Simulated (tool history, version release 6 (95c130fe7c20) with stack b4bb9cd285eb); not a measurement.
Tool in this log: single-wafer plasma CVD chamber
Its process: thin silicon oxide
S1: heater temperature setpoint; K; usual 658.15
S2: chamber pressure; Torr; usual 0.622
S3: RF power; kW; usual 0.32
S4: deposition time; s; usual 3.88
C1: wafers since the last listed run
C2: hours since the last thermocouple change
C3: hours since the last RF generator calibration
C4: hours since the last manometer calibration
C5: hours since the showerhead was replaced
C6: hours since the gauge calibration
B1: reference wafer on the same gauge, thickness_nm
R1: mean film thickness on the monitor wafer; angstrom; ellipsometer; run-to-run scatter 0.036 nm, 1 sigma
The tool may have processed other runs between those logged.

run 1 hour=0 | S1=658.15 S2=0.622 S3=0.32 S4=3.88 | C1=0 C2=893.8 C3=359.7 C4=1066.9 C5=3490.8 C6=328.2 | B1=6.838 | R1=62.56
run 2 hour=73.7 | S1=658.15 S2=0.622 S3=0.32 S4=3.88 | C1=2931 C2=967.5 C3=433.4 C4=1140.6 C5=3564.5 C6=401.9 | B1=6.837 | R1=61.44
run 3 hour=152.8 | S1=658.15 S2=0.622 S3=0.32 S4=3.88 | C1=3146 C2=1046.6 C3=512.5 C4=1219.7 C5=3643.6 C6=481 | B1=6.836 | R1=61
run 4 hour=197.9 | S1=658.15 S2=0.622 S3=0.32 S4=3.88 | C1=1794 C2=1091.7 C3=557.6 C4=1264.8 C5=3688.7 C6=526.1 | B1=6.837 | R1=61.56
run 5 hour=260.1 | S1=658.15 S2=0.622 S3=0.32 S4=3.88 | C1=2474 C2=1153.9 C3=619.8 C4=1327 C5=3750.9 C6=588.3 | B1=6.842 | R1=61.33
run 6 hour=305.6 | S1=658.15 S2=0.622 S3=0.32 S4=3.88 | C1=1809 C2=1199.4 C3=665.3 C4=1372.5 C5=3796.4 C6=633.8 | B1=6.825 | R1=61.09
run 7 hour=350 | S1=658.15 S2=0.622 S3=0.32 S4=3.88 | C1=1766 C2=1243.8 C3=709.7 C4=1416.9 C5=3840.8 C6=678.2 | B1=6.839 | R1=60.94
run 8 hour=391.2 | S1=661.15 S2=0.622 S3=0.32 S4=3.88 | C1=1638 C2=1285 C3=750.9 C4=1458.1 C5=3882 C6=719.4 | B1=6.838 | R1=61.13
run 9 hour=440.1 | S1=661.15 S2=0.622 S3=0.32 S4=3.88 | C1=1945 C2=1333.9 C3=799.8 C4=1507 C5=3930.9 C6=768.3 | B1=6.854 | R1=60.75
-- hour=475.3 showerhead replaced
run 10 hour=495.9 | S1=661.15 S2=0.622 S3=0.32 S4=3.88 | C1=1901 C2=1389.7 C3=855.6 C4=1562.8 C5=20.6 C6=824.1 | B1=6.844 | R1=60.89
-- hour=533 RF generator calibrated
run 11 hour=536.2 | S1=658.15 S2=0.622 S3=0.32 S4=3.88 | C1=1284 C2=1430 C3=3.2 C4=1603.1 C5=60.9 C6=864.4 | B1=6.838 | R1=60.75
-- hour=547.1 thermocouple changed; heater temperature recalibrated
run 12 hour=617.1 | S1=648.15 S2=0.513 S3=0.32 S4=3.88 | C1=2899 C2=70 C3=84.1 C4=1684 C5=141.8 C6=945.3 | B1=6.851 | R1=49.63
-- hour=717.5 gauge calibrated
run 13 hour=920.6 | S1=658.15 S2=0.622 S3=0.26 S4=4.36 | C1=12073 C2=373.5 C3=387.6 C4=1987.5 C5=445.3 C6=203.1 | B1=6.847 | R1=59.22
run 14 hour=1004.8 | S1=664.15 S2=0.622 S3=0.3 S4=3.88 | C1=3349 C2=457.7 C3=471.8 C4=2071.7 C5=529.5 C6=287.3 | B1=6.839 | R1=57.45
run 15 hour=1069 | S1=658.15 S2=0.622 S3=0.34 S4=3.88 | C1=2553 C2=521.9 C3=536 C4=2135.9 C5=593.7 C6=351.5 | B1=6.831 | R1=62.19
-- hour=1096.1 capacitance manometer re-zeroed and calibrated
run 16 hour=1154.1 | S1=664.15 S2=0.622 S3=0.3 S4=3.88 | C1=3067 C2=607 C3=621.1 C4=58 C5=678.8 C6=436.6 | B1=6.841 | R1=60.1
run 17 hour=1206.6 | S1=658.15 S2=0.622 S3=0.35 S4=3.6 | C1=2088 C2=659.5 C3=673.6 C4=110.5 C5=731.3 C6=489.1 | B1=6.844 | R1=59.8
run 18 hour=1263.7 | S1=658.15 S2=0.622 S3=0.35 S4=3.6 | C1=2271 C2=716.6 C3=730.7 C4=167.6 C5=788.4 C6=546.2 | B1=6.847 | R1=60.53
run 19 hour=1361.3 | S1=658.15 S2=0.622 S3=0.32 S4=3.88 | C1=3882 C2=814.2 C3=828.3 C4=265.2 C5=886 C6=643.8 | B1=6.854 | R1=61.81
run 20 hour=1422.9 | S1=643.15 S2=0.745 S3=0.305 S4=3.88 | C1=2450 C2=875.8 C3=889.9 C4=326.8 C5=947.6 C6=705.4 | B1=6.825 | R1=73.17

Consider 4 possible next runs. They are alternatives, not a sequence: every one starts from the tool as it was left by run 20. What does each give?
run A hour=1423.3 | S1=658.15 S2=0.622 S3=0.32 S4=3.45 | C1=15 C2=876.2 C3=890.3 C4=327.2 C5=948 C6=705.8 | B1=? | R1=?
run B hour=1423.3 | S1=669.15 S2=0.701 S3=0.335 S4=3.88 | C1=15 C2=876.2 C3=890.3 C4=327.2 C5=948 C6=705.8 | B1=? | R1=?
run C hour=1423.3 | S1=658.15 S2=0.736 S3=0.26 S4=3.88 | C1=15 C2=876.2 C3=890.3 C4=327.2 C5=948 C6=705.8 | B1=? | R1=?
run D hour=1423.3 | S1=646.15 S2=0.747 S3=0.34 S4=3.54 | C1=15 C2=876.2 C3=890.3 C4=327.2 C5=948 C6=705.8 | B1=? | R1=?

run=A B1=6.834 R1=54.94
run=B B1=6.834 R1=70.88
run=C B1=6.834 R1=64.33
run=D B1=6.834 R1=70.25
With the hidden condition removed and each run's random variation left untouched, the same runs would have given:
run=A R1=55.31
run=B R1=71.33
run=C R1=64.74
run=D R1=70.7

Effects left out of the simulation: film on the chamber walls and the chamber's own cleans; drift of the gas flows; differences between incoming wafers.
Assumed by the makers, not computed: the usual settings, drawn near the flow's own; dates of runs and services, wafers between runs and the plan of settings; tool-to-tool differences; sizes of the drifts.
